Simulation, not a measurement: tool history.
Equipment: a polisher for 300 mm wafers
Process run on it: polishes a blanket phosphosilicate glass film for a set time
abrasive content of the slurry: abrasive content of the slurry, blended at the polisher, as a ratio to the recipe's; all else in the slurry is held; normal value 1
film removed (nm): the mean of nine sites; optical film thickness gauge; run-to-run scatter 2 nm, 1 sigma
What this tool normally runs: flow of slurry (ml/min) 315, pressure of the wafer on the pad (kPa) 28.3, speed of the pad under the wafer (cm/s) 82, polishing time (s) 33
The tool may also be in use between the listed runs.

| run | hour | flow of slurry (ml/min) | pressure of the wafer on the pad (kPa) | speed of the pad under the wafer (cm/s) | abrasive content of the slurry | polishing time (s) | incoming thickness of the incoming film, nm | film removed (nm) |
|---|---|---|---|---|---|---|---|---|
| 1 | 0 | 315 | 28.3 | 72 | 1.2 | 33 | 3247.9 | 261.2 |
| 2 | 24.3 | 315 | 28.3 | 82 | 1 | 40 | 3316.3 | 332.6 |
|  | 46.6 | slurry blender recalibrated |
| 3 | 50 | 315 | 28.3 | 82 | 1 | 40 | 3351.7 | 331.4 |
| 4 | 63.6 | 315 | 28.3 | 82 | 1 | 40 | 3340.8 | 329.4 |
|  | 77.2 | worn pad replaced by a new one |
| 5 | 78.6 | 315 | 28.3 | 82 | 1 | 33 | 3362.9 | 268.9 |
| 6 | 95.2 | 315 | 28.3 | 82 | 1 | 33 | 3312.9 | 269.8 |
| 7 | 127.1 | 315 | 28.3 | 82 | 1 | 33 | 3263 | 267.5 |
| 8 | 150.8 | 315 | 28.3 | 82 | 1 | 33 | 3344.6 | 263.8 |
|  | 179.2 | worn pad replaced by a new one |
| 9 | 230.9 | 315 | 28.3 | 82 | 1 | 33 | 3343.8 | 263.7 |
| 10 | 264.6 | 315 | 28.3 | 100 | 1 | 33 | 3326.5 | 306.8 |
|  | 271 | head pressure recalibrated |
| 11 | 282.2 | 315 | 28.3 | 82 | 1 | 33 | 3345.4 | 265.6 |
|  | 297.2 | worn pad replaced by a new one |
| 12 | 309.2 | 390 | 28.3 | 82 | 1 | 44 | 3292.7 | 354.1 |
|  | 331.8 | slurry nozzle cleaned |
| 13 | 343.6 | 315 | 35.2 | 72 | 0.7 | 24 | 3305.6 | 183.8 |
| 14 | 375 | 355 | 28.3 | 82 | 0.9 | 33 | 3318.4 | 257.3 |
| 15 | 403.4 | 315 | 28.3 | 82 | 1 | 33 | 3330.6 | 263.8 |
|  | 408.6 | worn pad replaced by a new one |
|  | 409.2 | slurry blender recalibrated |
| 16 | 427.5 | 315 | 28.3 | 82 | 1 | 33 | 3301.7 | 262.6 |
| 17 | 443.9 | 315 | 28.3 | 90 | 1 | 33 | 3334.8 | 283.6 |
|  | 449.7 | conditioning disc replaced and pad reconditioned |
| 18 | 474.4 | 315 | 28.3 | 82 | 1.25 | 33 | 3244.8 | 295.4 |
| 19 | 496.8 | 390 | 28.3 | 92 | 1 | 33 | 3338.4 | 303.5 |
|  | 509.5 | worn pad replaced by a new one |
| 20 | 510 | 315 | 20.7 | 82 | 1.25 | 33 | 3338.3 | 228.4 |
| 21 | 538 | 315 | 28.3 | 82 | 0.85 | 33 | 3280.9 | 257.5 |
| 22 | 568.7 | 315 | 28.3 | 82 | 1.1 | 33 | 3303.8 | 278.2 |

5 ways to go on from here, each from the tool as it stands after run 22. What would each give?
| A | 569.1 | 315 | 28.3 | 82 | 1 | 22 | 3305.6 | ? |
| B | 569.1 | 315 | 31.7 | 82 | 1 | 33 | 3305.6 | ? |
| C | 569.1 | 385 | 28.3 | 106 | 1.1 | 33 | 3305.6 | ? |
| D | 569.1 | 350 | 28.3 | 82 | 0.85 | 33 | 3305.6 | ? |
| E | 569.1 | 350 | 28.3 | 60 | 1 | 33 | 3305.6 | ? |

| run | film removed (nm) |
|---|---|
| A | 179.1 |
| B | 294.9 |
| C | 340 |
| D | 256.9 |
| E | 214 |
Without the tool's unlogged condition, the same runs would have read:
| run | film removed (nm) |
|---|---|
| A | 190.3 |
| B | 315.1 |
| C | 366.8 |
| D | 272.9 |
| E | 224.1 |
